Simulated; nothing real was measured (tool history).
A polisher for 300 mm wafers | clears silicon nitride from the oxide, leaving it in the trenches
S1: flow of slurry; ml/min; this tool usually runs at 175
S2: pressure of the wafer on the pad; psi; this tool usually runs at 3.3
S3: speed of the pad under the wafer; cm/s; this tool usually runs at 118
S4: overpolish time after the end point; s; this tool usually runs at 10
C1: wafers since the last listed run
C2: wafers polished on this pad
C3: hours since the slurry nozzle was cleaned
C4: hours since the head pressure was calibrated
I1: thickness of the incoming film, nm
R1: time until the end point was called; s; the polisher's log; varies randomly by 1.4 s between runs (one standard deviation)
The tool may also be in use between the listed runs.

| run | day | S1 | S2 | S3 | S4 | C1 | C2 | C3 | C4 | I1 | R1 |
|---|---|---|---|---|---|---|---|---|---|---|---|
| 1 | 0.000 | 175 | 3.3 | 118 | 10 | 0 | 94 | 100.1 | 721.1 | 149.3 | 111.8 |
| 2 | 0.733 | 175 | 3.3 | 118 | 10 | 211 | 306 | 117.7 | 738.7 | 151.5 | 112.3 |
| 3 | 1.146 | 175 | 3.3 | 118 | 13 | 118 | 425 | 127.6 | 748.6 | 151.5 | 117.3 |
| 4 | 1.596 | 175 | 3.3 | 118 | 10 | 129 | 554 | 138.4 | 759.4 | 151.3 | 117.1 |
| 5 | 2.338 | 175 | 3.3 | 118 | 10 | 213 | 768 | 156.2 | 777.2 | 146.7 | 114.4 |
| 6 | 2.646 | 175 | 3.3 | 118 | 10 | 88 | 857 | 163.6 | 784.6 | 150.3 | 117.2 |
|  | 2.842 | head pressure recalibrated |
|  | 3.017 | worn pad replaced by a new one |
| 7 | 3.188 | 175 | 3.3 | 118 | 10 | 84 | 49 | 176.6 | 8.3 | 151.2 | 112.6 |
| 8 | 3.733 | 175 | 3.3 | 118 | 10 | 157 | 206 | 189.7 | 21.4 | 150.3 | 114.2 |
| 9 | 4.512 | 175 | 3.6 | 118 | 10 | 224 | 431 | 208.4 | 40.1 | 153.0 | 106.5 |
| 10 | 4.933 | 130 | 3.3 | 118 | 10 | 121 | 552 | 218.5 | 50.2 | 150.2 | 122.9 |
| 11 | 5.658 | 220 | 3.8 | 118 | 5 | 209 | 761 | 235.9 | 67.6 | 149.4 | 99.8 |

For run 12, what comes out?
| 12 | 6.004 | 175 | 3.3 | 118 | 10 | 99 | 861 | 244.2 | 75.9 | 150.6 | ? |

{"run 12": {"R1": 116.9}}
On a tool with no hidden condition, and with the same random variation, this run would have come out at R1 112.3 s.
